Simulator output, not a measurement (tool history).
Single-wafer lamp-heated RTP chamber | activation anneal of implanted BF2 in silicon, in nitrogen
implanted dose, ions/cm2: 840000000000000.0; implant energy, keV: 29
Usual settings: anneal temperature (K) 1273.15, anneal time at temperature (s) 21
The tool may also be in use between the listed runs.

run	day	anneal temperature (K)	anneal time at temperature (s)	read-back reference wafer on the same gauge, sheet resistance	sheet resistance of the implanted and annealed layer (ohm/square)
1	0.000	1273.15	21	171.92	186.85
2	2.167	1273.15	21	172.07	186.68
3	3.262	1273.15	12	172.08	194.58
# day 7.188: reflector plate cleaned
4	11.925	1273.15	12	171.91	193.46
5	14.883	1291.15	21	171.92	174.38
6	17.308	1291.15	21	172.16	174.57
# day 17.946: pyrometer window cleaned and pyrometer calibrated
7	18.442	1273.15	28	172.30	185.60
8	19.729	1273.15	9	172.00	197.88
# day 21.971: reflector plate cleaned
9	22.396	1289.15	10	172.05	185.12
# day 23.871: gauge calibrated
10	25.375	1273.15	21	172.25	187.83
11	27.871	1298.15	25	171.97	170.20
12	29.679	1264.15	27	172.24	190.56
# day 34.129: reflector plate cleaned
# day 37.883: pyrometer window cleaned and pyrometer calibrated
13	37.904	1296.15	17	171.91	176.16
14	40.746	1262.15	26	172.03	192.50

4 ways to go on from here, each from the tool as it stands after run 14. What would each give?
A	40.762	1273.15	29	?	?
B	40.762	1257.15	33	?	?
C	40.762	1265.15	16	?	?
D	40.762	1262.15	17	?	?

run	read-back reference wafer on the same gauge, sheet resistance	sheet resistance of the implanted and annealed layer (ohm/square)
A	171.70	183.14
B	171.70	193.97
C	171.70	197.32
D	171.70	199.15
Without the tool's hidden state the same runs would have given:
run	sheet resistance of the implanted and annealed layer (ohm/square)
A	183.77
B	194.78
C	198.09
D	199.94

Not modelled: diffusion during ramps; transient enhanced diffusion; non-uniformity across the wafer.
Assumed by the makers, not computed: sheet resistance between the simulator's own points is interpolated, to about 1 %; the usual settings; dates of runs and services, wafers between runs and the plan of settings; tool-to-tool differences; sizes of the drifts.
